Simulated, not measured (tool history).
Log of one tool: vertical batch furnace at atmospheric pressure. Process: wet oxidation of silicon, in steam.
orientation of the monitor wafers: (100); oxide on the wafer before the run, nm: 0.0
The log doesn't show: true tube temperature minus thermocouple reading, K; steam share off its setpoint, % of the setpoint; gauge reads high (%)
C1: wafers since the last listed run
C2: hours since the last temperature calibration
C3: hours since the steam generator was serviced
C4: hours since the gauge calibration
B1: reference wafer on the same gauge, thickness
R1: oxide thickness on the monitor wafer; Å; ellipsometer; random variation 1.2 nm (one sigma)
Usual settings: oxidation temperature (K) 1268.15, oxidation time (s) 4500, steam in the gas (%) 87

run 1 hour=0.0 | oxidation_temperature_(K)=1268.15 oxidation_time_(s)=4500 steam_in_the_gas_(%)=82 | C1=0 C2=2297.1 C3=1945.5 C4=293.4 | B1=522.64 | R1=4130.1
run 2 hour=15.5 | oxidation_temperature_(K)=1268.15 oxidation_time_(s)=4500 steam_in_the_gas_(%)=95 | C1=271 C2=2312.6 C3=1961.0 C4=308.9 | B1=522.69 | R1=4587.0
run 3 hour=47.0 | oxidation_temperature_(K)=1268.15 oxidation_time_(s)=4500 steam_in_the_gas_(%)=87 | C1=551 C2=2344.1 C3=1992.5 C4=340.4 | B1=523.27 | R1=4342.6
run 4 hour=79.7 | oxidation_temperature_(K)=1268.15 oxidation_time_(s)=4500 steam_in_the_gas_(%)=87 | C1=572 C2=2376.8 C3=2025.2 C4=373.1 | B1=523.09 | R1=4300.7
run 5 hour=113.6 | oxidation_temperature_(K)=1268.15 oxidation_time_(s)=4500 steam_in_the_gas_(%)=87 | C1=594 C2=2410.7 C3=2059.1 C4=407.0 | B1=523.09 | R1=4297.1
run 6 hour=192.1 | oxidation_temperature_(K)=1268.15 oxidation_time_(s)=4500 steam_in_the_gas_(%)=87 | C1=1375 C2=2489.2 C3=2137.6 C4=485.5 | B1=523.50 | R1=4319.7
run 7 hour=226.6 | oxidation_temperature_(K)=1268.15 oxidation_time_(s)=4500 steam_in_the_gas_(%)=87 | C1=604 C2=2523.7 C3=2172.1 C4=520.0 | B1=523.31 | R1=4310.8
run 8 hour=258.3 | oxidation_temperature_(K)=1268.15 oxidation_time_(s)=4500 steam_in_the_gas_(%)=87 | C1=555 C2=2555.4 C3=2203.8 C4=551.7 | B1=522.86 | R1=4303.8
run 9 hour=284.9 | oxidation_temperature_(K)=1268.15 oxidation_time_(s)=6180 steam_in_the_gas_(%)=87 | C1=466 C2=2582.0 C3=2230.4 C4=578.3 | B1=522.89 | R1=5325.1
run 10 hour=320.3 | oxidation_temperature_(K)=1268.15 oxidation_time_(s)=4500 steam_in_the_gas_(%)=87 | C1=620 C2=2617.4 C3=2265.8 C4=613.7 | B1=522.91 | R1=4295.7
run 11 hour=353.7 | oxidation_temperature_(K)=1268.15 oxidation_time_(s)=4500 steam_in_the_gas_(%)=87 | C1=585 C2=2650.8 C3=2299.2 C4=647.1 | B1=522.97 | R1=4278.5
run 12 hour=370.0 | oxidation_temperature_(K)=1268.15 oxidation_time_(s)=4500 steam_in_the_gas_(%)=87 | C1=285 C2=2667.1 C3=2315.5 C4=663.4 | B1=523.31 | R1=4308.6
run 13 hour=397.1 | oxidation_temperature_(K)=1268.15 oxidation_time_(s)=4500 steam_in_the_gas_(%)=87 | C1=474 C2=2694.2 C3=2342.6 C4=690.5 | B1=523.25 | R1=4320.2
run 14 hour=411.5 | oxidation_temperature_(K)=1268.15 oxidation_time_(s)=4500 steam_in_the_gas_(%)=87 | C1=252 C2=2708.6 C3=2357.0 C4=704.9 | B1=522.65 | R1=4314.1
-- hour=506.3 steam generator serviced
run 15 hour=506.8 | oxidation_temperature_(K)=1268.15 oxidation_time_(s)=4500 steam_in_the_gas_(%)=87 | C1=1249 C2=2803.9 C3=0.5 C4=800.2 | B1=522.96 | R1=4509.8
run 16 hour=511.2 | oxidation_temperature_(K)=1268.15 oxidation_time_(s)=4500 steam_in_the_gas_(%)=87 | C1=77 C2=2808.3 C3=4.9 C4=804.6 | B1=523.00 | R1=4517.0
run 17 hour=529.6 | oxidation_temperature_(K)=1268.15 oxidation_time_(s)=4500 steam_in_the_gas_(%)=87 | C1=322 C2=2826.7 C3=23.3 C4=823.0 | B1=522.86 | R1=4498.9
run 18 hour=551.0 | oxidation_temperature_(K)=1268.15 oxidation_time_(s)=4500 steam_in_the_gas_(%)=87 | C1=374 C2=2848.1 C3=44.7 C4=844.4 | B1=523.01 | R1=4500.8
run 19 hour=571.4 | oxidation_temperature_(K)=1256.15 oxidation_time_(s)=4500 steam_in_the_gas_(%)=95 | C1=357 C2=2868.5 C3=65.1 C4=864.8 | B1=523.23 | R1=4391.2
run 20 hour=588.7 | oxidation_temperature_(K)=1268.15 oxidation_time_(s)=4500 steam_in_the_gas_(%)=87 | C1=303 C2=2885.8 C3=82.4 C4=882.1 | B1=523.00 | R1=4503.7
run 21 hour=606.2 | oxidation_temperature_(K)=1260.15 oxidation_time_(s)=4500 steam_in_the_gas_(%)=96 | C1=306 C2=2903.3 C3=99.9 C4=899.6 | B1=522.98 | R1=4581.4
run 22 hour=632.3 | oxidation_temperature_(K)=1268.15 oxidation_time_(s)=4500 steam_in_the_gas_(%)=87 | C1=457 C2=2929.4 C3=126.0 C4=925.7 | B1=523.11 | R1=4505.3
run 23 hour=658.2 | oxidation_temperature_(K)=1268.15 oxidation_time_(s)=4500 steam_in_the_gas_(%)=84 | C1=453 C2=2955.3 C3=151.9 C4=951.6 | B1=523.12 | R1=4389.8
run 24 hour=673.5 | oxidation_temperature_(K)=1291.15 oxidation_time_(s)=5220 steam_in_the_gas_(%)=97 | C1=268 C2=2970.6 C3=167.2 C4=966.9 | B1=522.76 | R1=6134.0
run 25 hour=700.6 | oxidation_temperature_(K)=1268.15 oxidation_time_(s)=4500 steam_in_the_gas_(%)=87 | C1=474 C2=2997.7 C3=194.3 C4=994.0 | B1=522.89 | R1=4473.2
-- hour=745.8 gauge calibrated
-- hour=799.2 thermocouples replaced and temperature profile calibrated
run 26 hour=803.9 | oxidation_temperature_(K)=1268.15 oxidation_time_(s)=4500 steam_in_the_gas_(%)=87 | C1=1389 C2=4.7 C3=297.6 C4=58.1 | B1=522.71 | R1=4358.9
run 27 hour=818.2 | oxidation_temperature_(K)=1254.15 oxidation_time_(s)=4500 steam_in_the_gas_(%)=81 | C1=250 C2=19.0 C3=311.9 C4=72.4 | B1=523.06 | R1=3710.6
run 28 hour=840.7 | oxidation_temperature_(K)=1268.15 oxidation_time_(s)=5130 steam_in_the_gas_(%)=78 | C1=394 C2=41.5 C3=334.4 C4=94.9 | B1=522.97 | R1=4415.7
run 29 hour=876.5 | oxidation_temperature_(K)=1268.15 oxidation_time_(s)=3870 steam_in_the_gas_(%)=87 | C1=627 C2=77.3 C3=370.2 C4=130.7 | B1=522.92 | R1=3909.6
run 30 hour=893.0 | oxidation_temperature_(K)=1278.15 oxidation_time_(s)=3480 steam_in_the_gas_(%)=81 | C1=289 C2=93.8 C3=386.7 C4=147.2 | B1=523.06 | R1=3717.5
run 31 hour=907.5 | oxidation_temperature_(K)=1268.15 oxidation_time_(s)=4500 steam_in_the_gas_(%)=87 | C1=254 C2=108.3 C3=401.2 C4=161.7 | B1=523.28 | R1=4352.3
run 32 hour=930.1 | oxidation_temperature_(K)=1268.15 oxidation_time_(s)=4500 steam_in_the_gas_(%)=87 | C1=396 C2=130.9 C3=423.8 C4=184.3 | B1=522.76 | R1=4326.8
run 33 hour=957.6 | oxidation_temperature_(K)=1286.15 oxidation_time_(s)=4500 steam_in_the_gas_(%)=94 | C1=481 C2=158.4 C3=451.3 C4=211.8 | B1=523.20 | R1=5169.4
run 34 hour=976.7 | oxidation_temperature_(K)=1268.15 oxidation_time_(s)=3900 steam_in_the_gas_(%)=87 | C1=334 C2=177.5 C3=470.4 C4=230.9 | B1=522.85 | R1=3932.1
run 35 hour=989.6 | oxidation_temperature_(K)=1278.15 oxidation_time_(s)=3480 steam_in_the_gas_(%)=81 | C1=226 C2=190.4 C3=483.3 C4=243.8 | B1=523.12 | R1=3722.2
run 36 hour=1010.3 | oxidation_temperature_(K)=1268.15 oxidation_time_(s)=4500 steam_in_the_gas_(%)=87 | C1=362 C2=211.1 C3=504.0 C4=264.5 | B1=522.91 | R1=4315.5
run 37 hour=1022.7 | oxidation_temperature_(K)=1259.15 oxidation_time_(s)=2970 steam_in_the_gas_(%)=94 | C1=217 C2=223.5 C3=516.4 C4=276.9 | B1=522.72 | R1=3163.3

The tool's hidden state at each run:
gauge reads high (%): 0 in every run
H1: true tube temperature minus thermocouple reading, K
H2: steam share off its setpoint, % of the setpoint
run=1 H1=4.19 H2=-6.09
run=2 H1=4.22 H2=-6.13
run=3 H1=4.28 H2=-6.23
run=4 H1=4.34 H2=-6.33
run=5 H1=4.4 H2=-6.43
run=6 H1=4.54 H2=-6.67
run=7 H1=4.6 H2=-6.78
run=8 H1=4.66 H2=-6.87
run=9 H1=4.71 H2=-6.96
run=10 H1=4.77 H2=-7.06
run=11 H1=4.83 H2=-7.16
run=12 H1=4.86 H2=-7.21
run=13 H1=4.91 H2=-7.3
run=14 H1=4.94 H2=-7.34
run=15 H1=5.11 H2=-0.807
run=16 H1=5.12 H2=-0.82
run=17 H1=5.15 H2=-0.876
run=18 H1=5.19 H2=-0.941
run=19 H1=5.23 H2=-1
run=20 H1=5.26 H2=-1.06
run=21 H1=5.29 H2=-1.11
run=22 H1=5.34 H2=-1.19
run=23 H1=5.39 H2=-1.27
run=24 H1=5.41 H2=-1.31
run=25 H1=5.46 H2=-1.4
run=26 H1=0.446 H2=-1.71
run=27 H1=0.472 H2=-1.76
run=28 H1=0.513 H2=-1.82
run=29 H1=0.577 H2=-1.93
run=30 H1=0.607 H2=-1.98
run=31 H1=0.634 H2=-2.03
run=32 H1=0.674 H2=-2.1
run=33 H1=0.724 H2=-2.18
run=34 H1=0.759 H2=-2.24
run=35 H1=0.782 H2=-2.28
run=36 H1=0.82 H2=-2.34
run=37 H1=0.842 H2=-2.38
